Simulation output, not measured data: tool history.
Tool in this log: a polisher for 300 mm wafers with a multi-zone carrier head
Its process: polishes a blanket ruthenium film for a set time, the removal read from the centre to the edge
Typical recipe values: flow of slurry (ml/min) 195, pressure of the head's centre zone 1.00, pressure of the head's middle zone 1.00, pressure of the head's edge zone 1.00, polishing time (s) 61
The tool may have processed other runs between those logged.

run	day	flow of slurry (ml/min)	pressure of the head's centre zone	pressure of the head's middle zone	pressure of the head's edge zone	polishing time (s)	incoming thickness of the incoming film, nm	film removed at the wafer's centre (angstrom)	film removed at mid-radius (angstrom)	film removed at the wafer's edge (angstrom)
1	0.000	140	1.00	1.06	1.00	61	635.3	422	448	450
2	1.417	140	1.00	1.06	1.00	61	628.4	420	457	452
3	2.304	195	1.08	1.00	1.00	45	617.9	374	333	350
4	3.450	195	1.08	1.00	1.00	45	629.8	363	336	354
# day 4.767: worn pad replaced by a new one
5	4.788	195	1.08	1.00	1.00	45	630.5	365	340	359
6	5.242	230	1.09	1.00	1.00	48	630.7	412	372	386
7	5.992	195	1.00	1.00	1.00	61	633.8	456	471	475
# day 7.225: slurry nozzle cleaned
8	7.250	195	1.05	0.95	1.00	42	633.9	320	290	321
# day 8.108: edge zone pressure recalibrated
9	8.692	195	1.00	1.00	1.00	61	620.8	418	434	452
# day 9.542: carrier head's membrane replaced by a new one
10	9.879	195	1.08	1.00	1.00	54	628.2	393	369	398
# day 11.304: worn pad replaced by a new one
11	11.325	265	1.00	0.94	1.00	50	625.7	365	353	386
12	12.692	195	1.00	1.00	1.00	61	627.6	405	412	441
13	13.267	195	1.08	1.00	1.00	45	627.3	314	300	324
# day 14.150: slurry nozzle cleaned, repeated, since the last time left the tool worse
14	14.554	250	1.00	0.94	1.05	73	634.5	606	567	622
15	15.412	195	0.94	1.00	1.10	61	630.4	460	480	522
16	16.275	150	1.00	0.95	1.00	75	632.3	562	543	580
17	17.171	240	0.97	1.12	1.00	48	640.5	380	435	398
18	18.321	195	0.92	1.00	1.00	61	627.3	436	466	489
# day 19.488: worn pad replaced by a new one
19	19.508	195	1.00	0.91	1.00	61	636.5	476	447	488
20	20.754	245	1.00	1.00	1.00	61	639.9	496	490	501
21	21.371	195	1.00	1.00	1.00	61	637.3	469	465	487
22	21.875	195	1.00	1.00	1.00	61	634.7	473	472	482

Branching from run 22: 4 alternative next runs. What would each branch give?
A	21.892	130	1.00	1.00	1.00	61	631.5	?	?	?
B	21.892	195	1.00	1.10	1.00	80	631.5	?	?	?
C	21.892	195	0.96	1.00	1.00	70	631.5	?	?	?
D	21.892	125	1.00	0.90	1.00	73	631.5	?	?	?

run	film removed at the wafer's centre (angstrom)	film removed at mid-radius (angstrom)	film removed at the wafer's edge (angstrom)
A	425	436	450
B	626	686	633
C	526	554	555
D	500	471	534
What these runs would have given with no unlogged condition in the tool:
run	film removed at the wafer's centre (angstrom)	film removed at mid-radius (angstrom)	film removed at the wafer's edge (angstrom)
A	450	458	466
B	650	709	648
C	545	572	568
D	531	496	554
